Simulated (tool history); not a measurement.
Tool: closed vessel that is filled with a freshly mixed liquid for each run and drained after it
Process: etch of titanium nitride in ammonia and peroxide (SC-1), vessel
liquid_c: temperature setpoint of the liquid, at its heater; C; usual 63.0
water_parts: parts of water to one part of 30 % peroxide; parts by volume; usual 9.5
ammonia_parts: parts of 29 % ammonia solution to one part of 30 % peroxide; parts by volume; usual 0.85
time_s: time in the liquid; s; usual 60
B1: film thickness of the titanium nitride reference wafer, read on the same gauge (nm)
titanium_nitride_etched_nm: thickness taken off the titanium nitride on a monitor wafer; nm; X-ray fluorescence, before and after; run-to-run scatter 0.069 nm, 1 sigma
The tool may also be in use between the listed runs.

run 1 day=0.000 | liquid_c=63.0 water_parts=9.5 ammonia_parts=0.85 time_s=60 | B1=109.98 | titanium_nitride_etched_nm=10.61
run 2 day=2.146 | liquid_c=63.0 water_parts=9.5 ammonia_parts=0.85 time_s=60 | B1=109.99 | titanium_nitride_etched_nm=10.62
run 3 day=11.104 | liquid_c=63.0 water_parts=9.5 ammonia_parts=0.85 time_s=60 | B1=110.00 | titanium_nitride_etched_nm=10.56
run 4 day=12.796 | liquid_c=59.5 water_parts=9.5 ammonia_parts=0.85 time_s=60 | B1=110.00 | titanium_nitride_etched_nm=8.49
-- day=13.312 new drum of ammonia solution connected
run 5 day=13.812 | liquid_c=59.5 water_parts=9.5 ammonia_parts=0.85 time_s=60 | B1=109.97 | titanium_nitride_etched_nm=8.38
run 6 day=16.562 | liquid_c=63.0 water_parts=6.5 ammonia_parts=0.85 time_s=60 | B1=110.05 | titanium_nitride_etched_nm=12.76
run 7 day=18.067 | liquid_c=63.0 water_parts=6.5 ammonia_parts=0.85 time_s=60 | B1=110.07 | titanium_nitride_etched_nm=12.74
run 8 day=19.942 | liquid_c=63.0 water_parts=6.5 ammonia_parts=0.85 time_s=60 | B1=109.93 | titanium_nitride_etched_nm=12.69
run 9 day=22.092 | liquid_c=63.0 water_parts=8.0 ammonia_parts=0.85 time_s=60 | B1=110.00 | titanium_nitride_etched_nm=11.46
run 10 day=31.083 | liquid_c=63.0 water_parts=8.0 ammonia_parts=0.85 time_s=60 | B1=110.01 | titanium_nitride_etched_nm=11.54
run 11 day=33.396 | liquid_c=63.0 water_parts=8.0 ammonia_parts=0.85 time_s=60 | B1=110.01 | titanium_nitride_etched_nm=11.53
-- day=34.929 new drum of ammonia solution connected
run 12 day=35.038 | liquid_c=59.0 water_parts=14.5 ammonia_parts=0.85 time_s=60 | B1=109.97 | titanium_nitride_etched_nm=6.46
run 13 day=36.358 | liquid_c=63.0 water_parts=9.5 ammonia_parts=0.85 time_s=85 | B1=110.01 | titanium_nitride_etched_nm=14.84
-- day=36.696 ammonia flow meter replaced
-- day=37.233 gauge calibrated
-- day=37.383 thermometer replaced
run 14 day=37.617 | liquid_c=63.0 water_parts=13.5 ammonia_parts=1.10 time_s=75 | B1=109.99 | titanium_nitride_etched_nm=12.09
run 15 day=40.479 | liquid_c=53.5 water_parts=5.5 ammonia_parts=0.50 time_s=35 | B1=110.01 | titanium_nitride_etched_nm=4.15
run 16 day=42.404 | liquid_c=67.0 water_parts=13.0 ammonia_parts=1.10 time_s=45 | B1=109.99 | titanium_nitride_etched_nm=9.49
run 17 day=43.767 | liquid_c=63.0 water_parts=11.0 ammonia_parts=0.85 time_s=60 | B1=110.03 | titanium_nitride_etched_nm=10.19
run 18 day=45.296 | liquid_c=63.0 water_parts=9.5 ammonia_parts=0.85 time_s=60 | B1=109.98 | titanium_nitride_etched_nm=11.10
run 19 day=46.375 | liquid_c=68.0 water_parts=13.0 ammonia_parts=0.85 time_s=80 | B1=110.01 | titanium_nitride_etched_nm=17.20
run 20 day=48.275 | liquid_c=63.0 water_parts=9.5 ammonia_parts=0.85 time_s=60 | B1=110.01 | titanium_nitride_etched_nm=11.10
run 21 day=51.242 | liquid_c=63.0 water_parts=14.0 ammonia_parts=1.00 time_s=60 | B1=109.99 | titanium_nitride_etched_nm=9.26
run 22 day=52.321 | liquid_c=63.0 water_parts=9.5 ammonia_parts=0.60 time_s=60 | B1=110.07 | titanium_nitride_etched_nm=10.45

Predict each of these 3 candidate next runs independently; none follows another, all start after run 22:
run A day=52.350 | liquid_c=70.0 water_parts=9.5 ammonia_parts=0.85 time_s=60 | B1=? | titanium_nitride_etched_nm=?
run B day=52.350 | liquid_c=63.0 water_parts=9.5 ammonia_parts=0.85 time_s=80 | B1=? | titanium_nitride_etched_nm=?
run C day=52.350 | liquid_c=63.0 water_parts=5.0 ammonia_parts=1.15 time_s=60 | B1=? | titanium_nitride_etched_nm=?

run=A B1=109.98 titanium_nitride_etched_nm=17.25
run=B B1=109.98 titanium_nitride_etched_nm=14.78
run=C B1=109.98 titanium_nitride_etched_nm=15.54
Stripped of hidden state, with their random variation kept, the same runs would have yielded:
run=A titanium_nitride_etched_nm=17.45
run=B titanium_nitride_etched_nm=14.96
run=C titanium_nitride_etched_nm=15.73

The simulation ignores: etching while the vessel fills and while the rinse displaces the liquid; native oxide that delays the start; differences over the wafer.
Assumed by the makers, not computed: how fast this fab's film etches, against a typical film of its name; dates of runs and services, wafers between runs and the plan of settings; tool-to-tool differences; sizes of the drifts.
